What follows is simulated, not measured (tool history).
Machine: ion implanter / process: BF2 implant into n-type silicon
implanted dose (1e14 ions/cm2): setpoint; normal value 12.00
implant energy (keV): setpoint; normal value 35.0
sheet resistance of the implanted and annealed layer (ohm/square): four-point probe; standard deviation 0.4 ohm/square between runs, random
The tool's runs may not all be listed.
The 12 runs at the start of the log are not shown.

run	hour	implanted dose (1e14 ions/cm2)	implant energy (keV)	wafers since the last listed run	hours since the last dose calibration	hours since the extraction supply was calibrated	hours since the gauge calibration	read-back reference wafer on the same gauge, sheet resistance	sheet resistance of the implanted and annealed layer (ohm/square)
13	805.5	12.00	35.0	1005	1467.5	2084.8	1801.9	151.08	131.06
14	850.7	12.00	35.0	846	1512.7	2130.0	1847.1	150.85	130.77
15	936.2	12.00	35.0	1600	1598.2	2215.5	1932.6	151.05	129.88
16	1013.3	12.00	35.0	1443	1675.3	2292.6	2009.7	150.99	129.92
# hour 1049.1: extraction supply calibrated
17	1074.1	12.00	35.0	988	1736.1	25.0	2070.5	150.82	132.85
18	1145.3	12.00	28.5	1333	1807.3	96.2	2141.7	151.05	145.41
# hour 1259.4: Faraday cup replaced and dose calibrated
19	1259.9	10.65	46.0	1996	0.5	210.8	2256.3	150.99	126.03
20	1336.3	13.26	28.0	1430	76.9	287.2	2332.7	151.06	144.39
21	1437.1	13.67	24.5	1887	177.7	388.0	2433.5	151.05	151.83
22	1489.0	10.59	31.0	971	229.6	439.9	2485.4	151.13	146.69
23	1552.1	12.00	30.5	1181	292.7	503.0	2548.5	151.09	141.62
24	1659.0	12.00	35.0	2001	399.6	609.9	2655.4	151.08	132.16
25	1714.4	12.00	35.0	1037	455.0	665.3	2710.8	150.97	132.59
26	1789.7	15.58	29.0	1409	530.3	740.6	2786.1	151.00	136.34
27	1837.0	13.38	35.0	885	577.6	787.9	2833.4	150.97	128.21
28	1897.3	10.73	24.5	1129	637.9	848.2	2893.7	150.99	160.08
# hour 1909.3: gauge calibrated
29	1982.8	12.00	35.0	1600	723.4	933.7	73.5	150.86	131.25
30	2058.0	15.05	35.0	1408	798.6	1008.9	148.7	151.00	124.46
31	2165.6	10.97	46.5	2014	906.2	1116.5	256.3	150.84	121.96
32	2219.1	12.00	35.0	1001	959.7	1170.0	309.8	151.15	131.54
33	2289.7	9.16	44.0	1321	1030.3	1240.6	380.4	151.05	136.49
34	2327.2	9.35	35.0	702	1067.8	1278.1	417.9	150.88	144.79
35	2412.6	12.00	46.5	1599	1153.2	1363.5	503.3	150.92	115.97
36	2453.2	9.86	35.0	760	1193.8	1404.1	543.9	151.15	140.79
37	2513.5	14.50	35.0	1129	1254.1	1464.4	604.2	150.98	124.73

The next listed run, before its measurement:
38	2571.5	12.00	28.5	1086	1312.1	1522.4	662.2	?	?

Logged for run 38: read-back reference wafer on the same gauge, sheet resistance 150.95, sheet resistance of the implanted and annealed layer (ohm/square) 143.49.
Were there no unlogged condition in the tool, this run, its random variation unchanged, would have produced sheet resistance of the implanted and annealed layer (ohm/square) 147.30.

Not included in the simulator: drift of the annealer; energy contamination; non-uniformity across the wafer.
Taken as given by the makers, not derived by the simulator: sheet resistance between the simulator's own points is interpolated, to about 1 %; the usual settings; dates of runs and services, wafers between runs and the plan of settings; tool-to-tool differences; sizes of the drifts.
